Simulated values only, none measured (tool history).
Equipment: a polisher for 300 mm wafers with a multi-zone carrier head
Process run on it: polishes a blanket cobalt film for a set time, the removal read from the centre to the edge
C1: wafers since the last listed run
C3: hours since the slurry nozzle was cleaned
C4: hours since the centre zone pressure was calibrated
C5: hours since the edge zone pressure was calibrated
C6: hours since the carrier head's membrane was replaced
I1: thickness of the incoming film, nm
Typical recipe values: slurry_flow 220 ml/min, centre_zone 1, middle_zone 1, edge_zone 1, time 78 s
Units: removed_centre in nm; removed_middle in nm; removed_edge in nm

Run 1, hour 0: usual settings; C1 0; wafers polished on this pad 1625; C3 103.5; C4 381.3; C5 856.5; C6 691.1; I1 1470.2. Result: removed_centre 381 nm, removed_middle 366.3 nm, removed_edge 373.6 nm.
At hour 37: worn pad replaced by a new one.
Run 2, hour 38.6: usual settings; C1 418; wafers polished on this pad 19; C3 142.1; C4 419.9; C5 895.1; C6 729.7; I1 1458.4. Result: removed_centre 374.7 nm, removed_middle 364.4 nm, removed_edge 374.5 nm.
Run 3, hour 65.2: usual settings; C1 321; wafers polished on this pad 340; C3 168.7; C4 446.5; C5 921.7; C6 756.3; I1 1480.8. Result: removed_centre 372 nm, removed_middle 363.6 nm, removed_edge 374.6 nm.
At hour 87.1: centre zone pressure recalibrated.
At hour 152.6: slurry nozzle cleaned.
Run 4, hour 167.9: usual settings; C1 1205; wafers polished on this pad 1546; C3 15.3; C4 80.8; C5 1024.4; C6 859; I1 1455.3. Result: removed_centre 382.4 nm, removed_middle 374.6 nm, removed_edge 381.1 nm.
Run 5, hour 210.5: usual settings but slurry_flow 175 ml/min, middle_zone 1.09; C1 514; wafers polished on this pad 2061; C3 57.9; C4 123.4; C5 1067; C6 901.6; I1 1457.3. Result: removed_centre 364.6 nm, removed_middle 382.2 nm, removed_edge 375.7 nm.
At hour 246.5: worn pad replaced by a new one, of another model than before.
Run 6, hour 246.8: usual settings but slurry_flow 175 ml/min, middle_zone 1.09; C1 390; wafers polished on this pad 3; C3 94.2; C4 159.7; C5 1103.3; C6 937.9; I1 1488.1. Result: removed_centre 369.8 nm, removed_middle 389.4 nm, removed_edge 373.3 nm.
Run 7, hour 272.3: usual settings; C1 308; wafers polished on this pad 311; C3 119.7; C4 185.2; C5 1128.8; C6 963.4; I1 1455. Result: removed_centre 375.1 nm, removed_middle 368 nm, removed_edge 380.1 nm.
At hour 285.7: carrier head's membrane replaced by a new one.
At hour 364.6: edge zone pressure recalibrated.
At hour 418.6: worn pad replaced by a new one.
At hour 432: slurry nozzle cleaned.
Run 8, hour 471.9: usual settings but slurry_flow 295 ml/min, centre_zone 0.92, middle_zone 0.94; C1 2267; wafers polished on this pad 632; C3 39.9; C4 384.8; C5 107.3; C6 186.2; I1 1455.7. Result: removed_centre 364.6 nm, removed_middle 362.1 nm, removed_edge 387.9 nm.
Run 9, hour 525.3: usual settings but slurry_flow 195 ml/min, centre_zone 1.1, middle_zone 0.91, time 54 s; C1 645; wafers polished on this pad 1278; C3 93.3; C4 438.2; C5 160.7; C6 239.6; I1 1462.5. Result: removed_centre 281.5 nm, removed_middle 230.7 nm, removed_edge 260.3 nm.
At hour 565.7: centre zone pressure recalibrated.
Run 10, hour 590.6: usual settings but time 91 s; C1 765; wafers polished on this pad 2043; C3 158.6; C4 24.9; C5 226; C6 304.9; I1 1473.5. Result: removed_centre 440.6 nm, removed_middle 423 nm, removed_edge 446.2 nm.
At hour 615.1: worn pad replaced by a new one.
Run 11, hour 617.7: usual settings but slurry_flow 260 ml/min, centre_zone 0.9, edge_zone 1.1, time 95 s; C1 279; wafers polished on this pad 31; C3 185.7; C4 52; C5 253.1; C6 332; I1 1461.2. Result: removed_centre 419.5 nm, removed_middle 454.7 nm, removed_edge 489.2 nm.
Run 12, hour 646.4: usual settings but slurry_flow 175 ml/min; C1 346; wafers polished on this pad 378; C3 214.4; C4 80.7; C5 281.8; C6 360.7; I1 1443.8. Result: removed_centre 355.6 nm, removed_middle 349.5 nm, removed_edge 363.7 nm.
At hour 695.7: slurry nozzle cleaned.
Run 13, hour 704: usual settings; C1 684; wafers polished on this pad 1063; C3 8.3; C4 138.3; C5 339.4; C6 418.3; I1 1471.7. Result: removed_centre 383.5 nm, removed_middle 373.1 nm, removed_edge 381.9 nm.
Run 14, hour 746.5: usual settings but middle_zone 1.04, edge_zone 1.05; C1 513; wafers polished on this pad 1576; C3 50.8; C4 180.8; C5 381.9; C6 460.8; I1 1457.3. Result: removed_centre 381.6 nm, removed_middle 383.5 nm, removed_edge 384.5 nm.
At hour 795: worn pad replaced by a new one.
At hour 944.5: slurry nozzle cleaned.
Run 15, hour 949.3: usual settings; C1 2391; wafers polished on this pad 1853; C3 4.8; C4 383.6; C5 584.7; C6 663.6; I1 1451.8. Result: removed_centre 380.8 nm, removed_middle 371.1 nm, removed_edge 383.5 nm.

State the hidden condition of the tool at each of the runs:
removal rate lost through wear of the pad, %: 0 at every run
deviation of the centre zone's pressure from its setpoint, %: 0 at every run
deviation of the edge zone's pressure from its setpoint, %: 0 at every run
H1: slurry flow missing at the pad, %
run     H1
  1   5.22
  2   8.74
  3   11.8
  4   1.74
  5   2.91
  6   4.96
  7   6.99
  8   3.08
  9   5.72
 10   11.8
 11   15.3
 12   19.6
 13  0.627
 14   1.56
 15  0.992

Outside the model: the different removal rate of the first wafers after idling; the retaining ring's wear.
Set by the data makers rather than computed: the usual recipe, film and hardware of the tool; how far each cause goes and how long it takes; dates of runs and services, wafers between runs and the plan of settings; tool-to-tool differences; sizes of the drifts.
